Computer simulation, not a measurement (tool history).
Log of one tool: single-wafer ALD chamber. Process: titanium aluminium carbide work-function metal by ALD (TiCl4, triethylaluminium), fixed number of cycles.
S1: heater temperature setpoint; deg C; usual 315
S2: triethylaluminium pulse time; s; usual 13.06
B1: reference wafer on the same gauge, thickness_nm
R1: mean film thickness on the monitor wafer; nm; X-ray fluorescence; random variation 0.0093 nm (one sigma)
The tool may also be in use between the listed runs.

run,day,S1,S2,B1,R1
1,0,315,11.91,2.09,2.123
2,3.488,315,11.91,2.088,2.153
3,7.571,315,11.91,2.092,2.161
4,9.871,315,13.06,2.09,2.154
5,13.488,315,13.06,2.09,2.154
6,16.854,315,13.06,2.091,2.126
7,19.688,315,13.06,2.092,2.151
8,23.446,315,13.06,2.089,2.136
# day 26.162: gauge calibrated
9,27.396,315,13.06,2.091,2.152
# day 30.725: thermocouple changed; heater temperature recalibrated
10,31.529,315,13.06,2.09,2.103
# day 32.171: triethylaluminium bottle replaced
11,34.225,327,13.06,2.093,2.238
12,37.704,326,13.06,2.089,2.244
13,42.188,308,13.06,2.09,2.096
14,46.083,309,13.06,2.089,2.102
15,49.888,315,13.06,2.09,2.155
16,51.996,304,10.69,2.089,2.036
17,56.442,311,17.54,2.091,2.154
18,62.562,328,15.94,2.091,2.277
# day 63.671: showerhead replaced
19,65.654,307,7.89,2.091,1.984
20,75.138,309,14.5,2.089,2.111
21,78.254,311,8.07,2.091,2.013
22,80.979,315,13.06,2.089,2.141
23,83.454,323,10.35,2.091,2.141

4 ways to go on from here, each from the tool as it stands after run 23. What would each give?
A,83.471,315,9.8,?,?
B,83.471,303,9.77,?,?
C,83.471,307,7.98,?,?
D,83.471,315,10.6,?,?

run,B1,R1
A,2.089,2.062
B,2.089,1.973
C,2.089,1.949
D,2.089,2.081
Without the tool's hidden state the same runs would have given:
run,R1
A,2.102
B,2.01
C,2.012
D,2.111

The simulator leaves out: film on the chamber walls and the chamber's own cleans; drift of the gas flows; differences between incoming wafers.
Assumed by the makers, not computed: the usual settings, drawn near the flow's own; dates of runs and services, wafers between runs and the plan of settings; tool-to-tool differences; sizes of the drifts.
